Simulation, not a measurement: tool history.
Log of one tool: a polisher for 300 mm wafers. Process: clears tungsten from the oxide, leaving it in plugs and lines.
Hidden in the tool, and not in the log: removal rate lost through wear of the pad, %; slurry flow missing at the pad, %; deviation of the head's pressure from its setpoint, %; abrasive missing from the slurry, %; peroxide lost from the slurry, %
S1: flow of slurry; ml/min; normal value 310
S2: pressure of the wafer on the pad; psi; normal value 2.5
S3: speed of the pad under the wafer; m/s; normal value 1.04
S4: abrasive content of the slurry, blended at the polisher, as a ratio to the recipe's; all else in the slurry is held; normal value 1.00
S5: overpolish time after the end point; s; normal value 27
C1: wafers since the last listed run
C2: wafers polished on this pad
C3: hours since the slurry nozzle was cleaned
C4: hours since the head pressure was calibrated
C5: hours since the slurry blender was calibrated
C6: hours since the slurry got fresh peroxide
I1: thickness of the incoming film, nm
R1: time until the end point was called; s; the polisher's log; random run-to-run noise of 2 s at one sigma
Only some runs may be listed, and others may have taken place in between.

run,hour,S1,S2,S3,S4,S5,C1,C2,C3,C4,C5,C6,I1,R1
1,0.0,310,2.5,1.04,1.00,27,0,641,318.6,1451.7,75.0,240.2,434.4,146.6
# hour 6.7: head pressure recalibrated
2,18.1,310,2.5,1.04,1.00,27,76,717,336.7,11.4,93.1,258.3,429.0,142.6
# hour 22.7: slurry tank refilled with fresh slurry and peroxide
# hour 71.6: worn pad replaced by a new one
3,80.0,310,2.5,1.04,1.00,27,269,39,398.6,73.3,155.0,57.3,433.0,122.4
4,112.4,310,2.5,1.04,1.00,27,153,192,431.0,105.7,187.4,89.7,434.0,126.7
# hour 134.1: slurry blender recalibrated
5,145.3,310,2.5,1.04,1.00,27,146,338,463.9,138.6,11.2,122.6,434.8,137.1
6,177.9,310,2.5,1.04,1.00,27,154,493,496.5,171.2,43.8,155.2,429.5,133.2
7,203.1,310,2.5,1.04,1.00,27,119,612,521.7,196.4,69.0,180.4,432.7,137.0
# hour 219.9: slurry nozzle cleaned
8,224.3,310,2.5,0.94,1.25,27,95,707,4.4,217.6,90.2,201.6,434.1,147.8
# hour 265.9: slurry tank refilled with fresh slurry and peroxide
# hour 273.8: worn pad replaced by a new one
9,302.5,310,1.7,1.26,1.00,27,346,135,82.6,295.8,168.4,36.6,435.2,136.9
10,320.9,375,2.5,1.34,0.90,27,87,222,101.0,314.2,186.8,55.0,437.3,93.9
11,337.9,310,2.5,1.04,1.00,27,80,303,118.0,331.2,203.8,72.0,436.2,127.2
# hour 360.4: slurry blender recalibrated
12,363.8,270,2.5,1.04,1.00,27,113,416,143.9,357.1,3.4,97.9,432.3,131.6
13,392.9,380,2.5,0.94,1.00,27,137,553,173.0,386.2,32.5,127.0,426.9,144.4
14,415.5,310,2.1,1.04,1.00,12,106,660,195.6,408.8,55.1,149.6,433.2,149.8
15,428.0,340,2.5,0.84,1.20,41,59,719,208.1,421.3,67.6,162.1,436.8,161.9
16,454.7,390,2.5,1.04,1.00,27,126,846,234.8,448.0,94.3,188.8,426.4,134.1
17,481.8,310,1.9,1.04,1.00,27,128,974,261.9,475.1,121.4,215.9,426.7,172.1
# hour 483.0: slurry tank refilled with fresh slurry and peroxide
# hour 497.7: worn pad replaced by a new one
18,498.2,310,2.5,1.04,1.00,27,53,2,278.3,491.5,137.8,15.2,432.7,117.3
19,525.9,310,2.5,1.04,1.00,27,131,133,306.0,519.2,165.5,42.9,432.7,117.4
20,555.4,310,1.8,1.32,1.30,27,139,272,335.5,548.7,195.0,72.4,431.5,123.1
# hour 570.0: slurry blender recalibrated
21,587.7,310,3.3,0.80,1.20,31,143,416,367.8,581.0,17.7,104.7,432.0,125.6
22,608.3,310,2.5,1.04,1.00,27,97,513,388.4,601.6,38.3,125.3,428.4,125.2
23,633.0,415,2.5,1.20,1.00,27,116,630,413.1,626.3,63.0,150.0,432.2,115.7
24,667.3,225,1.7,1.04,1.00,27,162,792,447.4,660.6,97.3,184.3,427.4,187.9
25,679.6,400,3.0,1.04,0.85,20,58,850,459.7,672.9,109.6,196.6,421.2,113.5
26,695.6,310,2.1,1.04,1.00,12,75,926,475.7,688.9,125.6,212.6,426.6,163.2
# hour 708.4: slurry tank refilled with fresh slurry and peroxide
# hour 733.7: worn pad replaced by a new one
27,734.2,310,2.5,1.28,1.00,27,158,2,514.3,727.5,164.2,25.8,433.1,92.5

Forecast each of these 3 alternatives for the next run:
A,734.7,310,2.9,1.04,1.00,27,2,4,514.8,728.0,164.7,26.3,433.1,?
B,734.7,215,2.5,1.04,1.00,27,2,4,514.8,728.0,164.7,26.3,433.1,?
C,734.7,310,3.0,0.82,1.00,27,2,4,514.8,728.0,164.7,26.3,433.1,?

run,R1
A,102.9
B,121.1
C,126.7
Stripped of hidden state, with their random variation kept, the same runs would have yielded:
run,R1
A,96.7
B,113.8
C,119.0

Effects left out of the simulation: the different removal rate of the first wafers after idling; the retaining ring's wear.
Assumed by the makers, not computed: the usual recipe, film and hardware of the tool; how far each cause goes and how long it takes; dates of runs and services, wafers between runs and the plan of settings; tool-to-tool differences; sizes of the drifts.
